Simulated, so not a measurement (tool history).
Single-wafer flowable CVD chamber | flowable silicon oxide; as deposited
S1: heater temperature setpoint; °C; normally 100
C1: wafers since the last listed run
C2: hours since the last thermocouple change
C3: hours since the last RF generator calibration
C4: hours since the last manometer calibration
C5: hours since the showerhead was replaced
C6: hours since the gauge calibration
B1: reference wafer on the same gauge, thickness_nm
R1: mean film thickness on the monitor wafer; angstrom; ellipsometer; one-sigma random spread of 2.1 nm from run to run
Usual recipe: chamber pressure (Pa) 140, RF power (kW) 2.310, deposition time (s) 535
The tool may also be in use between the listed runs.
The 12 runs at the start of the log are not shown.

Run 13, hour 147.3: usual settings but chamber pressure (Pa) 169; C1 39; C2 153.8; C3 121.1; C4 135.8; C5 72.2; C6 157.5; B1 529.340. Result: R1 5907.26 angstrom.
Run 14, hour 162.9: usual settings but S1 109 °C, deposition time (s) 464; C1 80; C2 169.4; C3 136.7; C4 151.4; C5 87.8; C6 173.1; B1 527.952. Result: R1 3339.71 angstrom.
Run 15, hour 172.1: usual settings but chamber pressure (Pa) 153, deposition time (s) 446; C1 47; C2 178.6; C3 145.9; C4 160.6; C5 97.0; C6 182.3; B1 529.660. Result: R1 4518.08 angstrom.
Run 16, hour 180.4: usual settings; C1 42; C2 186.9; C3 154.2; C4 168.9; C5 105.3; C6 190.6; B1 528.508. Result: R1 4983.51 angstrom.
Run 17, hour 190.8: usual settings but chamber pressure (Pa) 111, RF power (kW) 2.590, deposition time (s) 585; C1 53; C2 197.3; C3 164.6; C4 179.3; C5 115.7; C6 201.0; B1 529.162. Result: R1 4460.49 angstrom.
Run 18, hour 203.0: usual settings but S1 108 °C, deposition time (s) 490; C1 62; C2 209.5; C3 176.8; C4 191.5; C5 127.9; C6 213.2; B1 529.531. Result: R1 3604.18 angstrom.
Run 19, hour 210.8: usual settings; C1 40; C2 217.3; C3 184.6; C4 199.3; C5 135.7; C6 221.0; B1 528.755. Result: R1 5013.42 angstrom.
Run 20, hour 222.8: usual settings but S1 113 °C, deposition time (s) 487; C1 61; C2 229.3; C3 196.6; C4 211.3; C5 147.7; C6 233.0; B1 529.138. Result: R1 3106.92 angstrom.
Run 21, hour 237.5: usual settings but chamber pressure (Pa) 111, deposition time (s) 444; C1 75; C2 244.0; C3 211.3; C4 226.0; C5 162.4; C6 247.7; B1 528.923. Result: R1 3293.99 angstrom.
Run 22, hour 247.9: usual settings but S1 115 °C, deposition time (s) 437; C1 53; C2 254.4; C3 221.7; C4 236.4; C5 172.8; C6 258.1; B1 528.314. Result: R1 2650.78 angstrom.
Run 23, hour 263.7: usual settings but S1 95 °C, RF power (kW) 2.110, deposition time (s) 494; C1 81; C2 270.2; C3 237.5; C4 252.2; C5 188.6; C6 273.9; B1 529.071. Result: R1 5177.00 angstrom.
Run 24, hour 276.2: usual settings but RF power (kW) 2.605; C1 64; C2 282.7; C3 250.0; C4 264.7; C5 201.1; C6 286.4; B1 529.523. Result: R1 5013.39 angstrom.
Run 25, hour 288.0: usual settings but chamber pressure (Pa) 168, RF power (kW) 2.495; C1 60; C2 294.5; C3 261.8; C4 276.5; C5 212.9; C6 298.2; B1 529.486. Result: R1 5873.82 angstrom.
Run 26, hour 296.5: usual settings but S1 109 °C, chamber pressure (Pa) 113, RF power (kW) 2.550; C1 43; C2 303.0; C3 270.3; C4 285.0; C5 221.4; C6 306.7; B1 529.406. Result: R1 3152.00 angstrom.
Run 27, hour 314.1: usual settings but chamber pressure (Pa) 152, RF power (kW) 2.000, deposition time (s) 641; C1 90; C2 320.6; C3 287.9; C4 302.6; C5 239.0; C6 324.3; B1 528.611. Result: R1 6174.79 angstrom.
Run 28, hour 323.8: usual settings; C1 50; C2 330.3; C3 297.6; C4 312.3; C5 248.7; C6 334.0; B1 529.352. Result: R1 4887.72 angstrom.
Run 29, hour 340.7: usual settings but chamber pressure (Pa) 124, RF power (kW) 2.425, deposition time (s) 466; C1 87; C2 347.2; C3 314.5; C4 329.2; C5 265.6; C6 350.9; B1 529.693. Result: R1 3815.36 angstrom.
Run 30, hour 353.7: usual settings but S1 94 °C, chamber pressure (Pa) 124; C1 67; C2 360.2; C3 327.5; C4 342.2; C5 278.6; C6 363.9; B1 528.465. Result: R1 5193.35 angstrom.

Predict each of these 3 candidate next runs independently; none follows another, all start after run 30:
Run A, hour 354.2: usual settings but deposition time (s) 602; C1 2; C2 360.7; C3 328.0; C4 342.7; C5 279.1; C6 364.4; B1 ?. Result: R1 ?.
Run B, hour 354.2: usual settings but S1 115 °C, chamber pressure (Pa) 160, RF power (kW) 2.705, deposition time (s) 497; C1 2; C2 360.7; C3 328.0; C4 342.7; C5 279.1; C6 364.4; B1 ?. Result: R1 ?.
Run C, hour 354.2: usual settings but S1 89 °C, chamber pressure (Pa) 155, deposition time (s) 623; C1 2; C2 360.7; C3 328.0; C4 342.7; C5 279.1; C6 364.4; B1 ?. Result: R1 ?.

run       B1       R1
  A  528.812  5476.99
  B  528.812  3398.31
  C  528.812  8543.63
The same runs, with their run-to-run variation unchanged, on a tool lacking any hidden condition would have given:
run       R1
  A  5815.14
  B  3581.72
  C  9066.60

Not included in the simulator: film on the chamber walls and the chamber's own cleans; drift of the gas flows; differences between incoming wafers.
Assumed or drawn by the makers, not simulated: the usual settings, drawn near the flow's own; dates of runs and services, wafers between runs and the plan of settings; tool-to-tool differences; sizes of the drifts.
